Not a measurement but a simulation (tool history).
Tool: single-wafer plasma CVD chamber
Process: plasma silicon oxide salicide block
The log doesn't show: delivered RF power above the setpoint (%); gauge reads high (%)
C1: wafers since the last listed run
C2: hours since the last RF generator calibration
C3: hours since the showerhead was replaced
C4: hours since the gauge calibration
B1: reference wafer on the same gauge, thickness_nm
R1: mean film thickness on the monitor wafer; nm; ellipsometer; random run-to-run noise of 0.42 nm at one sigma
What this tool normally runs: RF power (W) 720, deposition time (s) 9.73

run 1 hour=0.0 | RF_power_(W)=720 deposition_time_(s)=9.73 | C1=0 C2=768.7 C3=3849.8 C4=306.5 | B1=113.835 | R1=98.604
run 2 hour=23.9 | RF_power_(W)=720 deposition_time_(s)=9.73 | C1=1276 C2=792.6 C3=3873.7 C4=330.4 | B1=113.979 | R1=98.609
run 3 hour=46.2 | RF_power_(W)=800 deposition_time_(s)=9.73 | C1=1190 C2=814.9 C3=3896.0 C4=352.7 | B1=113.960 | R1=103.154
run 4 hour=72.7 | RF_power_(W)=800 deposition_time_(s)=9.73 | C1=1414 C2=841.4 C3=3922.5 C4=379.2 | B1=113.898 | R1=103.327
run 5 hour=97.5 | RF_power_(W)=800 deposition_time_(s)=9.73 | C1=1324 C2=866.2 C3=3947.3 C4=404.0 | B1=114.062 | R1=102.630
run 6 hour=118.8 | RF_power_(W)=720 deposition_time_(s)=9.73 | C1=1137 C2=887.5 C3=3968.6 C4=425.3 | B1=114.057 | R1=97.877
run 7 hour=146.7 | RF_power_(W)=720 deposition_time_(s)=9.73 | C1=1489 C2=915.4 C3=3996.5 C4=453.2 | B1=113.921 | R1=98.468
run 8 hour=182.3 | RF_power_(W)=720 deposition_time_(s)=9.73 | C1=1900 C2=951.0 C3=4032.1 C4=488.8 | B1=114.099 | R1=97.762
-- hour=212.9 RF generator calibrated
run 9 hour=213.4 | RF_power_(W)=720 deposition_time_(s)=9.73 | C1=1233 C2=0.5 C3=4063.2 C4=519.9 | B1=114.018 | R1=101.005
-- hour=219.5 gauge calibrated
run 10 hour=233.8 | RF_power_(W)=720 deposition_time_(s)=9.73 | C1=1089 C2=20.9 C3=4083.6 C4=14.3 | B1=114.069 | R1=100.150
run 11 hour=262.3 | RF_power_(W)=720 deposition_time_(s)=9.73 | C1=1521 C2=49.4 C3=4112.1 C4=42.8 | B1=113.932 | R1=100.049
run 12 hour=338.8 | RF_power_(W)=615 deposition_time_(s)=10.49 | C1=4084 C2=125.9 C3=4188.6 C4=119.3 | B1=114.068 | R1=100.351
-- hour=355.3 showerhead replaced
run 13 hour=374.7 | RF_power_(W)=635 deposition_time_(s)=8.85 | C1=1489 C2=161.8 C3=19.4 C4=155.2 | B1=114.092 | R1=86.592
run 14 hour=392.7 | RF_power_(W)=720 deposition_time_(s)=9.73 | C1=961 C2=179.8 C3=37.4 C4=173.2 | B1=114.041 | R1=100.180
run 15 hour=415.0 | RF_power_(W)=780 deposition_time_(s)=7.86 | C1=1190 C2=202.1 C3=59.7 C4=195.5 | B1=114.043 | R1=82.868
run 16 hour=432.9 | RF_power_(W)=720 deposition_time_(s)=9.73 | C1=955 C2=220.0 C3=77.6 C4=213.4 | B1=113.879 | R1=99.948
run 17 hour=464.6 | RF_power_(W)=850 deposition_time_(s)=9.15 | C1=1692 C2=251.7 C3=109.3 C4=245.1 | B1=114.041 | R1=101.316
run 18 hour=483.3 | RF_power_(W)=675 deposition_time_(s)=8.60 | C1=998 C2=270.4 C3=128.0 C4=263.8 | B1=114.028 | R1=85.849
run 19 hour=504.5 | RF_power_(W)=720 deposition_time_(s)=9.73 | C1=1131 C2=291.6 C3=149.2 C4=285.0 | B1=114.015 | R1=99.800
run 20 hour=519.9 | RF_power_(W)=720 deposition_time_(s)=9.73 | C1=822 C2=307.0 C3=164.6 C4=300.4 | B1=113.955 | R1=99.887
run 21 hour=545.0 | RF_power_(W)=845 deposition_time_(s)=10.46 | C1=1340 C2=332.1 C3=189.7 C4=325.5 | B1=113.987 | R1=114.907

The next listed run, before its measurement:
run 22 hour=571.2 | RF_power_(W)=800 deposition_time_(s)=8.49 | C1=1398 C2=358.3 C3=215.9 C4=351.7 | B1=? | R1=?

Run 22 measured B1 113.892, R1 90.678 nm.
Take away the tool's hidden state, keep the run-to-run variation as it was, and the same run would have given R1 91.363 nm.
